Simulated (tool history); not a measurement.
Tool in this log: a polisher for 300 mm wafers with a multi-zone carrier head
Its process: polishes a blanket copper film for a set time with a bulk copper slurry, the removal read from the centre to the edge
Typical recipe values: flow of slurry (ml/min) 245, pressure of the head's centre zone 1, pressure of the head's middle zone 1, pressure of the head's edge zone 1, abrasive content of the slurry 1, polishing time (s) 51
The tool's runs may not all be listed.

run	hour	flow of slurry (ml/min)	pressure of the head's centre zone	pressure of the head's middle zone	pressure of the head's edge zone	abrasive content of the slurry	polishing time (s)	wafers since the last listed run	wafers polished on this pad	hours since the slurry nozzle was cleaned	hours since the centre zone pressure was calibrated	hours since the edge zone pressure was calibrated	hours since the carrier head's membrane was replaced	incoming thickness of the incoming film, nm	film removed at the wafer's centre (Å)	film removed at mid-radius (Å)	film removed at the wafer's edge (Å)
1	0	245	1	1	1	0.9	65	0	1106	1.9	1015.2	387.5	550.2	2810.7	5820	6197	6165
2	43.2	245	1	1	1	0.8	51	313	1419	45.1	1058.4	430.7	593.4	2832.4	4483	4612	4680
3	71.6	245	1.03	1.08	1	1	51	206	1626	73.5	1086.8	459.1	621.8	2799.1	4850	5204	4946
4	102.6	245	1.03	1	1	1	51	224	1850	104.5	1117.8	490.1	652.8	2829.8	4801	4870	4968
# hour 113.9: centre zone pressure recalibrated
5	164.4	245	1	1	1	1	51	433	2284	166.3	50.5	551.9	714.6	2846.5	5478	5037	5061
# hour 203.3: carrier head's membrane replaced by a new one
# hour 204: worn pad replaced by a new one
6	204.5	245	1	1	1	0.8	33	249	3	206.4	90.6	592	1.2	2829.3	3388	2980	3034
7	244.7	170	1	1	1	0.9	58	291	295	246.6	130.8	632.2	41.4	2795.9	5708	5268	5316
# hour 260.7: edge zone pressure recalibrated
# hour 304.9: slurry nozzle cleaned
8	313.8	245	1	1	1	1	51	479	774	8.9	199.9	53.1	110.5	2797.6	5440	5000	5029
# hour 349.3: centre zone pressure recalibrated, repeated, since the last time left the tool worse
9	365	245	1	1	1	1	51	357	1131	60.1	15.7	104.3	161.7	2856.9	4787	4898	4896
10	407	245	1.12	1	1	1.1	51	304	1436	102.1	57.7	146.3	203.7	2801.1	5713	4975	5126
11	442	245	1.07	1	1	1	51	253	1690	137.1	92.7	181.3	238.7	2875.2	5251	5023	4956
12	468.4	245	1	1	1	1	51	191	1882	163.5	119.1	207.7	265.1	2871.3	4946	4852	4984
13	525	300	1	1	1	1	51	410	2292	220.1	175.7	264.3	321.7	2804.9	4890	5024	5062
# hour 562.7: worn pad replaced by a new one
14	591.3	245	1	1	1.05	0.8	51	452	207	286.4	242	330.6	388	2844.8	4613	4737	4785
15	623.2	245	1	1	1	1.1	51	231	439	318.3	273.9	362.5	419.9	2818.2	5016	5153	5141
# hour 636.2: slurry nozzle cleaned
16	662.9	245	0.93	1	1	1	47	280	720	26.7	313.6	402.2	459.6	2846.3	4126	4524	4518
17	717.4	245	0.93	1	1.06	0.8	41	395	1115	81.2	368.1	456.7	514.1	2850.7	3426	3819	3800
18	748	245	1	1.1	0.96	1	51	222	1337	111.8	398.7	487.3	544.7	2809.5	4806	5442	4874
# hour 794.8: carrier head's membrane replaced by a new one
19	803	245	0.94	1	1.09	1	51	362	1700	166.8	453.7	542.3	8.2	2794.7	4565	5042	5180
20	833.4	245	1.07	1.03	0.95	1	62	220	1921	197.2	484.1	572.7	38.6	2797.3	6225	6321	5882

Pick out some run-to-run changes in film removed at the wafer's centre (Å). Of each, how much would a tool without hidden state show as well, from the settings, what came in and chance, and how much is left for the hidden state and any gauge scatter not in both results compared?
Hidden state at play: removal rate lost through wear of the pad, %; slurry flow missing at the pad, %; deviation of the centre zone's pressure from its setpoint, %; deviation of the edge zone's pressure from its setpoint, %.
Run 4 -> 5: pressure of the head's centre zone 1.03 -> 1, centre zone pressure recalibrated. film removed at the wafer's centre (Å) +677: hidden state +791, all else -114.
Run 5 -> 6: abrasive content of the slurry 1 -> 0.8, polishing time (s) 51 -> 33, carrier head's membrane replaced by a new one, worn pad replaced by a new one. film removed at the wafer's centre (Å) -2090: hidden state -202, all else -1888.
Run 6 -> 7: flow of slurry (ml/min) 245 -> 170, abrasive content of the slurry 0.8 -> 0.9, polishing time (s) 33 -> 58. film removed at the wafer's centre (Å) +2320: hidden state +204, all else +2116.
Run 8 -> 9: centre zone pressure recalibrated, repeated, since the last time left the tool worse. film removed at the wafer's centre (Å) -653: hidden state -491, all else -162.

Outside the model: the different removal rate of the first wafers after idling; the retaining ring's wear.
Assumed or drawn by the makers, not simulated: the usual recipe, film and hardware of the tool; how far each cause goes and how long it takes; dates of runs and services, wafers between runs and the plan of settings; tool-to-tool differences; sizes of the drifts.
